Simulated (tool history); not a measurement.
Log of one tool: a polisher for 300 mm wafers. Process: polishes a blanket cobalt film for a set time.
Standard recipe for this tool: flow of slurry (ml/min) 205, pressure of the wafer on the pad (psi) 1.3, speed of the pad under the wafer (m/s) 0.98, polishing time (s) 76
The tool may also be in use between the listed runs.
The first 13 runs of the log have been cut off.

run,hour,flow of slurry (ml/min),pressure of the wafer on the pad (psi),speed of the pad under the wafer (m/s),polishing time (s),"incoming thickness of the incoming film, nm",film removed (angstrom)
14,183.3,205,1.4,0.98,76,693.5,3119
15,199.2,205,1.3,0.98,64,675.7,2484
16,210.9,205,1.3,0.98,64,682.9,2451
17,218.1,205,1.7,0.98,76,682.5,3859
# hour 221.2: head pressure recalibrated
18,225.5,205,1.7,0.98,76,689.2,3790
19,242.8,205,1.3,0.64,94,700.1,2714
20,258,270,1.3,0.98,76,688.8,2993
21,271.8,205,1.1,1.1,60,689.7,2127
22,285.4,265,1.3,1.26,76,694.3,3633
23,298,180,1.3,0.98,76,697.5,2828
24,306.8,205,1.3,0.84,76,689.8,2585
# hour 311.6: worn pad replaced by a new one
# hour 312.4: slurry nozzle cleaned
25,315.1,205,1,0.98,76,689.4,2213
26,325.2,205,1.3,0.98,76,690.3,2896
27,331.8,205,1.3,0.98,76,686.6,2928
28,338.5,205,1.5,0.86,76,697.7,2975
29,353.7,205,1.3,1.28,76,695.4,3491
30,370.7,205,1.7,0.98,97,701.5,4996
31,376.9,205,1.3,0.72,63,685.8,1938
32,400.7,205,1.3,0.84,76,705.5,2604
33,414.9,205,1.3,0.72,95,694.7,2920
34,432.3,260,1,0.72,63,690.1,1557
35,439.5,205,1.3,0.98,76,680.6,2931
36,447.5,255,1.6,0.98,51,699.9,2444
# hour 456.1: worn pad replaced by a new one
37,460.5,180,1,0.98,76,691.9,2192
38,468.6,205,1.3,0.98,76,696.2,2902

Each row is a separate what-if for the run after 38, all from the same tool condition, not one after another. Results?
A,469,205,1.3,0.98,76,690.4,?
B,469,205,1.3,0.98,54,690.4,?
C,469,255,0.8,0.98,68,690.4,?

run,film removed (angstrom)
A,2841
B,2018
C,1605
Take away the tool's hidden state, keep each run's random variation, and the runs would have read:
run,film removed (angstrom)
A,2841
B,2018
C,1605
